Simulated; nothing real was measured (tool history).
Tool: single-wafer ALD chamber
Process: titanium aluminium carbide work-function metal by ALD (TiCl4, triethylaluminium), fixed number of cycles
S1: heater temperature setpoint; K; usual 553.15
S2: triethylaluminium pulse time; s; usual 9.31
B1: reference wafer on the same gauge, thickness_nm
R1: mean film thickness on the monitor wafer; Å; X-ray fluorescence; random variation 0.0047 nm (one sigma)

Run 1, hour 0.0: usual settings but S2 12.08 s; B1 1.591. Result: R1 19.19 Å.
Run 2, hour 82.3: usual settings but S2 10.22 s; B1 1.590. Result: R1 18.89 Å.
Run 3, hour 174.3: usual settings but S2 10.22 s; B1 1.589. Result: R1 18.91 Å.
Run 4, hour 268.6: usual settings but S1 544.15 K, S2 8.21 s; B1 1.590. Result: R1 17.66 Å.
Run 5, hour 346.0: usual settings but S1 544.15 K, S2 8.21 s; B1 1.589. Result: R1 17.67 Å.
Run 6, hour 383.1: usual settings but S1 544.15 K, S2 8.21 s; B1 1.590. Result: R1 17.64 Å.
Run 7, hour 457.9: usual settings but S2 7.15 s; B1 1.592. Result: R1 17.82 Å.
Run 8, hour 524.9: usual settings but S2 7.15 s; B1 1.589. Result: R1 17.85 Å.
Run 9, hour 605.3: usual settings but S2 7.15 s; B1 1.589. Result: R1 17.89 Å.
Run 10, hour 643.2: usual settings; B1 1.591. Result: R1 18.72 Å.
At hour 702.6: thermocouple changed; heater temperature recalibrated.
At hour 702.9: triethylaluminium bottle replaced.
Run 11, hour 703.4: usual settings; B1 1.590. Result: R1 18.76 Å.
Run 12, hour 989.2: usual settings; B1 1.590. Result: R1 18.66 Å.
Run 13, hour 1054.8: usual settings but S1 542.15 K, S2 12.07 s; B1 1.591. Result: R1 18.27 Å.
At hour 1115.4: gauge calibrated.
Run 14, hour 1144.7: usual settings but S1 541.15 K, S2 6.59 s; B1 1.593. Result: R1 16.60 Å.
Run 15, hour 1181.0: usual settings; B1 1.590. Result: R1 18.77 Å.
Run 16, hour 1276.4: usual settings but S1 544.15 K, S2 8.37 s; B1 1.589. Result: R1 17.83 Å.
At hour 1336.6: showerhead replaced.
Run 17, hour 1346.6: usual settings but S1 538.15 K; B1 1.590. Result: R1 17.49 Å.
Run 18, hour 1435.1: usual settings; B1 1.591. Result: R1 18.67 Å.
Run 19, hour 1486.5: usual settings but S1 561.15 K, S2 12.22 s; B1 1.590. Result: R1 19.90 Å.
Run 20, hour 1588.8: usual settings but S1 562.15 K; B1 1.590. Result: R1 19.51 Å.
Run 21, hour 1626.5: usual settings but S1 558.15 K, S2 7.76 s; B1 1.592. Result: R1 18.62 Å.
Run 22, hour 1675.6: usual settings; B1 1.589. Result: R1 18.72 Å.
Run 23, hour 1742.6: usual settings but S1 545.15 K, S2 5.74 s; B1 1.591. Result: R1 16.26 Å.
Run 24, hour 1788.6: usual settings; B1 1.589. Result: R1 18.76 Å.
Run 25, hour 1880.1: usual settings but S1 559.15 K, S2 6.57 s; B1 1.589. Result: R1 17.90 Å.

4 ways to go on from here, each from the tool as it stands after run 25. What would each give?
Run A, hour 1880.5: usual settings but S2 7.85 s; B1 ?. Result: R1 ?.
Run B, hour 1880.5: usual settings but S1 548.15 K, S2 5.91 s; B1 ?. Result: R1 ?.
Run C, hour 1880.5: usual settings but S1 545.15 K, S2 11.38 s; B1 ?. Result: R1 ?.
Run D, hour 1880.5: usual settings but S1 544.15 K; B1 ?. Result: R1 ?.

run     B1     R1
  A  1.590  18.18
  B  1.590  16.57
  C  1.590  18.44
  D  1.590  17.97
Without the tool's hidden state the same runs would have given:
run     R1
  A  18.18
  B  16.57
  C  18.44
  D  17.97
